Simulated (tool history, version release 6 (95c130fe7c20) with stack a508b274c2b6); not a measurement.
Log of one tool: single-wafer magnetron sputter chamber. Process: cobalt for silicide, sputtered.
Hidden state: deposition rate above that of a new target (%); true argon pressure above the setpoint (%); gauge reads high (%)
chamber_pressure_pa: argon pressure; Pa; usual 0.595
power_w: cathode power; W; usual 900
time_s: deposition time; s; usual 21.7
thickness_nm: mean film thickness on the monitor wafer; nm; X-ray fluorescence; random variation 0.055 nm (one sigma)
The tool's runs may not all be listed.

run   hour  chamber_pressure_pa  power_w  time_s  wafers since the last listed run  wafers on the sputter target  hours since the last manometer calibration  hours since the magnet pack was replaced  hours since the gauge calibration  read-back reference wafer on the same gauge, thickness_nm  thickness_nm
  1      0                0.595      900    21.7                                 0                          1119                                      1038.4                                   12600.9                              335.4                                                     10.262         9.536
  2   50.8                0.595      900    21.7                               882                          2001                                      1089.2                                   12651.7                              386.2                                                     10.303         9.467
  3  212.1                0.595      900    21.7                              2801                          4803                                      1250.5                                     12813                              547.5                                                     10.288         9.299
  4  256.2                0.595      900    21.7                               766                          5569                                      1294.6                                   12857.1                              591.6                                                     10.298         9.331
       321  -- sputter target and shields replaced
  5  321.5                0.595      900    21.7                               995                             8                                      1359.9                                   12922.4                              656.9                                                     10.289         9.668
     346.4  -- gauge calibrated
     361.4  -- capacitance manometer re-zeroed and calibrated
  6  388.3                0.595      900    21.7                              1021                          1029                                        26.9                                   12989.2                               41.9                                                     10.269          9.43
     430.4  -- magnet pack replaced, of another model than before
  7  446.1                0.595      900    21.7                               865                          1894                                        84.7                                      15.7                               99.7                                                     10.274         9.282
  8  472.1                0.595      900    21.7                               451                          2346                                       110.7                                      41.7                              125.7                                                     10.281         9.364
  9  507.7                0.812      700    21.7                               618                          2964                                       146.3                                      77.3                              161.3                                                     10.256         7.634
 10  576.2                0.655      800      24                              1189                          4154                                       214.8                                     145.8                              229.8                                                     10.281         9.283
 11  632.1                0.595      900    25.8                               970                          5125                                       270.7                                     201.7                              285.7                                                     10.265        10.914
 12  660.3                0.595      900    21.7                               489                          5615                                       298.9                                     229.9                              313.9                                                      10.28         9.202
     688.2  -- sputter target and shields replaced
 13  731.9                0.769      800    25.7                              1104                           759                                       370.5                                     301.5                              385.5                                                     10.285        10.213
 14  766.8                0.367      850    23.4                               606                          1365                                       405.4                                     336.4                              420.4                                                     10.252        10.309
 15  814.3                0.595      700    21.7                               825                          2190                                       452.9                                     383.9                              467.9                                                      10.28         7.983
 16  867.9                0.595      900    21.7                               931                          3121                                       506.5                                     437.5                              521.5                                                     10.259         9.389
 17  896.6                0.595      900    21.7                               498                          3620                                       535.2                                     466.2                              550.2                                                     10.261           9.4

Hidden state at the last listed run before each entry between runs and at the first one after, where it differs:
Between runs 4 and 5: sputter target and shields replaced (hour 321)
  deposition rate above that of a new target (%): -4.42 -> -1.14
  measured less the result without the state, thickness_nm: -0.432 -> -0.112 nm
Between runs 5 and 6: gauge calibrated (hour 346.4); capacitance manometer re-zeroed and calibrated (hour 361.4)
  deposition rate above that of a new target (%): -1.14 -> -2.86
  measured less the result without the state, thickness_nm: -0.112 -> -0.278 nm
Between runs 6 and 7: magnet pack replaced, of another model than before (hour 430.4)
  deposition rate above that of a new target (%): -2.86 -> -3.8
  measured less the result without the state, thickness_nm: -0.278 -> -0.367 nm
Between runs 12 and 13: sputter target and shields replaced (hour 688.2)
  deposition rate above that of a new target (%): -5.2 -> -1.44
  measured less the result without the state, thickness_nm: -0.504 -> -0.149 nm

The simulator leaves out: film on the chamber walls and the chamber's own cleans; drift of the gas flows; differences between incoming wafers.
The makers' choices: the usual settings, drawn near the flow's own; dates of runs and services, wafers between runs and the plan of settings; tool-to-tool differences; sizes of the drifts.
